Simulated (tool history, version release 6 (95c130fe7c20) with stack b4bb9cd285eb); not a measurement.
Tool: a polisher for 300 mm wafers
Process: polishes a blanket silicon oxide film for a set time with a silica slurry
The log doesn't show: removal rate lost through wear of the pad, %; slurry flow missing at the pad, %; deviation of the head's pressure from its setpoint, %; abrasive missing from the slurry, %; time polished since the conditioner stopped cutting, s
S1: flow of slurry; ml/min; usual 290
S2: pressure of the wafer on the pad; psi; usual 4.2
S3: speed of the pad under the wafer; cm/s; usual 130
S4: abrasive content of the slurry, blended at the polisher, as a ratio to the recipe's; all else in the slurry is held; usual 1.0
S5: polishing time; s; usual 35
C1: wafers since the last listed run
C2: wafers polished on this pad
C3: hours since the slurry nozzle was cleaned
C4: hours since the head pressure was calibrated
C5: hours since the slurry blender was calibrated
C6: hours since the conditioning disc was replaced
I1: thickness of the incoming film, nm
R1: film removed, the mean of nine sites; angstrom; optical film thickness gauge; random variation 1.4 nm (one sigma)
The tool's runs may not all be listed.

Run 1, day 0.000: usual settings; C1 0; C2 184; C3 481.8; C4 331.6; C5 452.6; C6 210.8; I1 824.0. Result: R1 1208 angstrom.
At day 0.821: slurry blender recalibrated.
At day 1.692: slurry nozzle cleaned.
Run 2, day 2.721: usual settings; C1 917; C2 1102; C3 24.7; C4 396.9; C5 45.6; C6 276.1; I1 830.8. Result: R1 1168 angstrom.
Run 3, day 5.700: usual settings but S1 220 ml/min, S2 5.6 psi, S3 174 cm/s, S5 25 s; C1 1053; C2 2155; C3 96.2; C4 468.4; C5 117.1; C6 347.6; I1 822.1. Result: R1 1253 angstrom.
Run 4, day 8.054: usual settings but S1 345 ml/min, S3 102 cm/s, S4 1.2, S5 40 s; C1 832; C2 2988; C3 152.7; C4 524.9; C5 173.6; C6 404.1; I1 820.9. Result: R1 1224 angstrom.
Run 5, day 10.192: usual settings but S2 3.7 psi, S5 30 s; C1 755; C2 3744; C3 204.0; C4 576.2; C5 224.9; C6 455.4; I1 827.6. Result: R1 913 angstrom.
At day 10.908: conditioning disc replaced and pad reconditioned.
Run 6, day 11.562: usual settings but S1 250 ml/min, S2 5.5 psi; C1 455; C2 4199; C3 236.9; C4 609.1; C5 257.8; C6 15.7; I1 830.0. Result: R1 1376 angstrom.
Run 7, day 13.508: usual settings; C1 688; C2 4887; C3 283.6; C4 655.8; C5 304.5; C6 62.4; I1 811.1. Result: R1 1149 angstrom.
Run 8, day 16.004: usual settings; C1 882; C2 5770; C3 343.5; C4 715.7; C5 364.4; C6 122.3; I1 829.4. Result: R1 1119 angstrom.
Run 9, day 17.788: usual settings; C1 630; C2 6400; C3 386.3; C4 758.5; C5 407.2; C6 165.1; I1 802.7. Result: R1 1116 angstrom.
At day 18.583: worn pad replaced by a new one.
Run 10, day 19.212: usual settings but S1 245 ml/min; C1 444; C2 223; C3 420.5; C4 792.7; C5 441.4; C6 199.3; I1 823.1. Result: R1 1169 angstrom.
At day 20.042: slurry blender recalibrated.
Run 11, day 20.221: usual settings but S2 3.1 psi; C1 327; C2 550; C3 444.7; C4 816.9; C5 4.3; C6 223.5; I1 816.4. Result: R1 938 angstrom.
Run 12, day 21.429: usual settings; C1 427; C2 977; C3 473.7; C4 845.9; C5 33.3; C6 252.5; I1 814.1. Result: R1 1165 angstrom.

The next listed run, before its measurement:
At day 22.788: slurry nozzle cleaned.
Run 13, day 23.500: usual settings but S1 320 ml/min, S2 5.3 psi, S3 90 cm/s, S5 28 s; C1 717; C2 1695; C3 17.1; C4 895.6; C5 83.0; C6 302.2; I1 828.3. Result: R1 ?.

R1: 844 angstrom
Without the tool's hidden state the same run would have given R1 907 angstrom.
